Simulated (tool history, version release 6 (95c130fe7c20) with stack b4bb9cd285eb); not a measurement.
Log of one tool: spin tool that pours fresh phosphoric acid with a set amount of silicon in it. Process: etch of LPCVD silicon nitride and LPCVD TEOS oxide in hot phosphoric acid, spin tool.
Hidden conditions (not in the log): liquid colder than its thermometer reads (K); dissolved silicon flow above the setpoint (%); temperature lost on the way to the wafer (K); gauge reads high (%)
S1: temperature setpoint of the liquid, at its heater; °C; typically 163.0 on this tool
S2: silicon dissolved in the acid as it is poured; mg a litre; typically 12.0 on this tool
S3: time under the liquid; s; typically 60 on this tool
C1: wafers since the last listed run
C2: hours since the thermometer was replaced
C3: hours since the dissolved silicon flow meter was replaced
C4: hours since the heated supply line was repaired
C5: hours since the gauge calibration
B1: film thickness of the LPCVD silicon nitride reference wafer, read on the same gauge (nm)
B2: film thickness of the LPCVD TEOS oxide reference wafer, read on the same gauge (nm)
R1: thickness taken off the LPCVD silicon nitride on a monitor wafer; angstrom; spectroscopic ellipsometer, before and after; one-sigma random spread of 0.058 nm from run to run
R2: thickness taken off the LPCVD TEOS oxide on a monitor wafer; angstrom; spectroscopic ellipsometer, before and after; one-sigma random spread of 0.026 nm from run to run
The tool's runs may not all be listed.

run,hour,S1,S2,S3,C1,C2,C3,C4,C5,B1,B2,R1,R2
1,0.0,165.0,12.0,60,0,96.1,432.1,2358.1,1930.8,130.02,50.028,59.9,2.99
2,60.8,166.0,12.0,60,960,156.9,492.9,2418.9,1991.6,130.01,49.959,61.4,2.66
3,94.0,164.0,3.5,60,524,190.1,526.1,2452.1,2024.8,130.00,50.008,58.2,3.42
4,154.3,163.0,12.0,85,952,250.4,586.4,2512.4,2085.1,129.96,50.010,79.7,3.19
# hour 170.1: gauge calibrated
5,219.1,164.0,12.0,60,1023,315.2,651.2,2577.2,49.0,130.00,50.012,58.2,2.23
6,268.2,163.0,12.0,60,775,364.3,700.3,2626.3,98.1,130.00,50.012,55.6,2.22
# hour 309.1: heated supply line repaired
7,318.7,163.0,12.0,90,782,414.8,750.8,9.6,148.6,129.99,49.976,89.9,3.09
8,374.5,161.5,9.0,60,881,470.6,806.6,65.4,204.4,129.99,49.988,56.4,1.95
9,404.8,162.0,12.0,60,478,500.9,836.9,95.7,234.7,130.02,49.965,57.3,2.08
10,452.4,160.5,12.0,60,752,548.5,884.5,143.3,282.3,130.01,50.024,54.4,2.46
11,560.6,163.0,15.5,35,1709,656.7,992.7,251.5,390.5,129.97,50.012,34.4,1.31
12,588.6,163.0,19.0,85,442,684.7,1020.7,279.5,418.5,129.99,50.034,84.3,3.24
13,658.7,160.5,18.0,60,1107,754.8,1090.8,349.6,488.6,129.98,49.973,54.1,1.74
14,717.6,164.0,3.0,35,930,813.7,1149.7,408.5,547.5,130.00,49.997,35.9,1.84
15,753.6,163.0,12.0,60,568,849.7,1185.7,444.5,583.5,130.00,49.995,59.4,2.96
# hour 799.4: thermometer replaced
16,937.6,163.0,12.0,60,2891,138.2,1369.7,628.5,767.5,130.02,50.039,58.7,2.87
17,969.7,164.0,17.5,40,507,170.3,1401.8,660.6,799.6,130.00,49.984,40.6,1.34

What will run 18 give?
18,1017.3,162.0,4.0,60,752,217.9,1449.4,708.2,847.2,?,?,?,?

B1: 129.98
B2: 50.037
R1: 56.6 angstrom
R2: 2.67 angstrom
The same run, on a tool lacking any hidden state, would have yielded R1 58.5 angstrom, R2 2.87 angstrom.

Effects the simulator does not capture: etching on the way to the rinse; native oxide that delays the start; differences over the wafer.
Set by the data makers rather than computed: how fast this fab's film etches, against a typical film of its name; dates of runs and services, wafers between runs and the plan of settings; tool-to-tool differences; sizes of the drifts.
